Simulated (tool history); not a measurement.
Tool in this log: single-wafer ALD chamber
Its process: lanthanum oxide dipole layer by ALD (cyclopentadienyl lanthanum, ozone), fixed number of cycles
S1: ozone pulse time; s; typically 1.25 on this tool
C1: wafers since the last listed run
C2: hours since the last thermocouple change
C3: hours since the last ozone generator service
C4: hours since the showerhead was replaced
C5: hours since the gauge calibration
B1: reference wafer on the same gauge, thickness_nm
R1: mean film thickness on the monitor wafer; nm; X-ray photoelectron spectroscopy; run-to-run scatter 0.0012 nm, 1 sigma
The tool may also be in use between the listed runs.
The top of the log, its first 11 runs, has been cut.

Run 12, hour 477.8: usual settings but S1 1.68 s; C1 261; C2 618.8; C3 1079.2; C4 57.9; C5 1193.6; B1 0.527. Result: R1 0.498 nm.
Run 13, hour 523.4: usual settings but S1 1.62 s; C1 415; C2 664.4; C3 1124.8; C4 103.5; C5 1239.2; B1 0.527. Result: R1 0.493 nm.
Run 14, hour 566.2: usual settings but S1 0.93 s; C1 389; C2 707.2; C3 1167.6; C4 146.3; C5 1282.0; B1 0.527. Result: R1 0.460 nm.
Run 15, hour 603.8: usual settings; C1 342; C2 744.8; C3 1205.2; C4 183.9; C5 1319.6; B1 0.527. Result: R1 0.478 nm.
Run 16, hour 651.2: usual settings but S1 0.97 s; C1 431; C2 792.2; C3 1252.6; C4 231.3; C5 1367.0; B1 0.527. Result: R1 0.464 nm.
Run 17, hour 720.9: usual settings but S1 1.00 s; C1 634; C2 861.9; C3 1322.3; C4 301.0; C5 1436.7; B1 0.527. Result: R1 0.465 nm.
At hour 764.5: thermocouple changed; heater temperature recalibrated.
Run 18, hour 765.0: usual settings; C1 328; C2 0.5; C3 1366.4; C4 345.1; C5 1480.8; B1 0.527. Result: R1 0.480 nm.
Run 19, hour 819.9: usual settings but S1 1.74 s; C1 500; C2 55.4; C3 1421.3; C4 400.0; C5 1535.7; B1 0.527. Result: R1 0.499 nm.
At hour 862.6: gauge calibrated.
Run 20, hour 883.6: usual settings but S1 1.63 s; C1 580; C2 119.1; C3 1485.0; C4 463.7; C5 21.0; B1 0.527. Result: R1 0.496 nm.
Run 21, hour 928.3: usual settings; C1 407; C2 163.8; C3 1529.7; C4 508.4; C5 65.7; B1 0.527. Result: R1 0.478 nm.
Run 22, hour 979.2: usual settings; C1 463; C2 214.7; C3 1580.6; C4 559.3; C5 116.6; B1 0.527. Result: R1 0.477 nm.
Run 23, hour 1016.0: usual settings but S1 1.69 s; C1 335; C2 251.5; C3 1617.4; C4 596.1; C5 153.4; B1 0.527. Result: R1 0.494 nm.
At hour 1053.0: ozone generator serviced.
Run 24, hour 1085.2: usual settings but S1 1.46 s; C1 557; C2 320.7; C3 32.2; C4 665.3; C5 222.6; B1 0.527. Result: R1 0.496 nm.
Run 25, hour 1153.0: usual settings but S1 0.88 s; C1 617; C2 388.5; C3 100.0; C4 733.1; C5 290.4; B1 0.527. Result: R1 0.467 nm.
Run 26, hour 1180.4: usual settings but S1 1.70 s; C1 249; C2 415.9; C3 127.4; C4 760.5; C5 317.8; B1 0.527. Result: R1 0.502 nm.
Run 27, hour 1243.4: usual settings but S1 0.85 s; C1 573; C2 478.9; C3 190.4; C4 823.5; C5 380.8; B1 0.527. Result: R1 0.463 nm.
Run 28, hour 1280.2: usual settings but S1 0.90 s; C1 335; C2 515.7; C3 227.2; C4 860.3; C5 417.6; B1 0.527. Result: R1 0.465 nm.
Run 29, hour 1307.7: usual settings but S1 0.90 s; C1 250; C2 543.2; C3 254.7; C4 887.8; C5 445.1; B1 0.527. Result: R1 0.464 nm.
Run 30, hour 1359.1: usual settings but S1 1.58 s; C1 468; C2 594.6; C3 306.1; C4 939.2; C5 496.5; B1 0.527. Result: R1 0.498 nm.
Run 31, hour 1422.3: usual settings but S1 1.52 s; C1 575; C2 657.8; C3 369.3; C4 1002.4; C5 559.7; B1 0.527. Result: R1 0.495 nm.
Run 32, hour 1452.4: usual settings but S1 0.91 s; C1 274; C2 687.9; C3 399.4; C4 1032.5; C5 589.8; B1 0.527. Result: R1 0.463 nm.
Run 33, hour 1489.4: usual settings but S1 0.76 s; C1 337; C2 724.9; C3 436.4; C4 1069.5; C5 626.8; B1 0.527. Result: R1 0.450 nm.
Run 34, hour 1533.5: usual settings but S1 0.92 s; C1 401; C2 769.0; C3 480.5; C4 1113.6; C5 670.9; B1 0.527. Result: R1 0.463 nm.
Run 35, hour 1573.2: usual settings but S1 1.56 s; C1 361; C2 808.7; C3 520.2; C4 1153.3; C5 710.6; B1 0.527. Result: R1 0.494 nm.

Alternative continuations, all from the tool just after run 35; predict every row:
Run A, hour 1573.6: usual settings; C1 3; C2 809.1; C3 520.6; C4 1153.7; C5 711.0; B1 ?. Result: R1 ?.
Run B, hour 1573.6: usual settings but S1 0.82 s; C1 3; C2 809.1; C3 520.6; C4 1153.7; C5 711.0; B1 ?. Result: R1 ?.
Run C, hour 1573.6: usual settings but S1 1.06 s; C1 3; C2 809.1; C3 520.6; C4 1153.7; C5 711.0; B1 ?. Result: R1 ?.

run     B1     R1
  A  0.527  0.480
  B  0.527  0.454
  C  0.527  0.470
With no hidden state in the tool, these same runs would have given:
run     R1
  A  0.488
  B  0.464
  C  0.479
